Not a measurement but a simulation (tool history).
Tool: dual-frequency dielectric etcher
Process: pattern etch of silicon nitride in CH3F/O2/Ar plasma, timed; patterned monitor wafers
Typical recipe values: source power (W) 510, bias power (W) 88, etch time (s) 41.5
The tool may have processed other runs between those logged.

run,day,source power (W),bias power (W),etch time (s),"read-back reference wafer on the same gauge, depth_nm",mean etch depth across the wafer (angstrom)
1,0,510,102,41.5,41.66,369.6
2,0.583,510,102,41.5,41.77,368
3,1.242,510,102,41.5,41.61,366.4
4,1.967,510,88,41.5,41.62,341.4
5,2.417,510,88,41.5,41.8,340.7
6,2.996,510,88,41.5,41.77,341.1
7,3.562,510,88,41.5,41.75,338.5
# day 4.604: wet clean of the chamber
# day 5.575: upper electrode replaced, of another model than before
8,5.596,510,88,41.5,41.68,353.1
9,5.612,510,88,41.5,41.77,356.2
10,5.625,510,88,41.5,41.66,353.2
11,5.638,510,99,41.5,41.64,364.3
12,6.183,510,99,41.5,41.72,365.1
13,6.688,510,99,41.5,41.67,365.8
14,6.992,510,88,41.5,41.67,353.8
15,7.479,640,88,41.5,41.74,396.2
16,8.354,420,88,41.5,41.7,318.5
17,8.617,450,78,32,41.65,244.9
18,9.058,380,106,41.5,41.61,316.3
19,9.508,510,71,35.5,41.79,283.4
# day 9.883: gauge calibrated
# day 10.012: bias power generator calibrated
20,10.05,510,88,41.5,41.66,349.1
# day 10.221: source power generator calibrated
21,10.412,510,101,38,41.74,332.2
22,10.833,510,88,41.5,41.64,349.9
23,11.179,550,109,41.5,41.61,384.6
24,11.729,630,97,29,41.72,273.6
25,12.408,510,88,41.5,41.7,348
26,12.992,470,94,35.5,41.68,289.8
27,13.471,510,88,38.5,41.72,321.9

Selected run-to-run steps in mean etch depth across the wafer (angstrom), each split into two signed amounts: the part the tool would show with no hidden state at all (from settings, incoming material and random variation), and the remainder, which goes to the hidden state together with any gauge scatter not common to the measured and the hidden-state-free results:
What the log doesn't record here: etch rate over this chamber's usual, %; source power that arrives over what is set, %; bias power that arrives over what is set, %; gauge reads high (%).
Run 7 -> 8: wet clean of the chamber, upper electrode replaced, of another model than before. mean etch depth across the wafer (angstrom) +14.6: hidden state +14.5, all else +0.1.
Run 15 -> 16: source power (W) 640 -> 420. mean etch depth across the wafer (angstrom) -77.7: hidden state -0.7, all else -77.
Run 23 -> 24: source power (W) 550 -> 630, bias power (W) 109 -> 97, etch time (s) 41.5 -> 29. mean etch depth across the wafer (angstrom) -111: hidden state +0.7, all else -111.7.
Run 24 -> 25: source power (W) 630 -> 510, bias power (W) 97 -> 88, etch time (s) 29 -> 41.5. mean etch depth across the wafer (angstrom) +74.4: hidden state -1.6, all else +76.
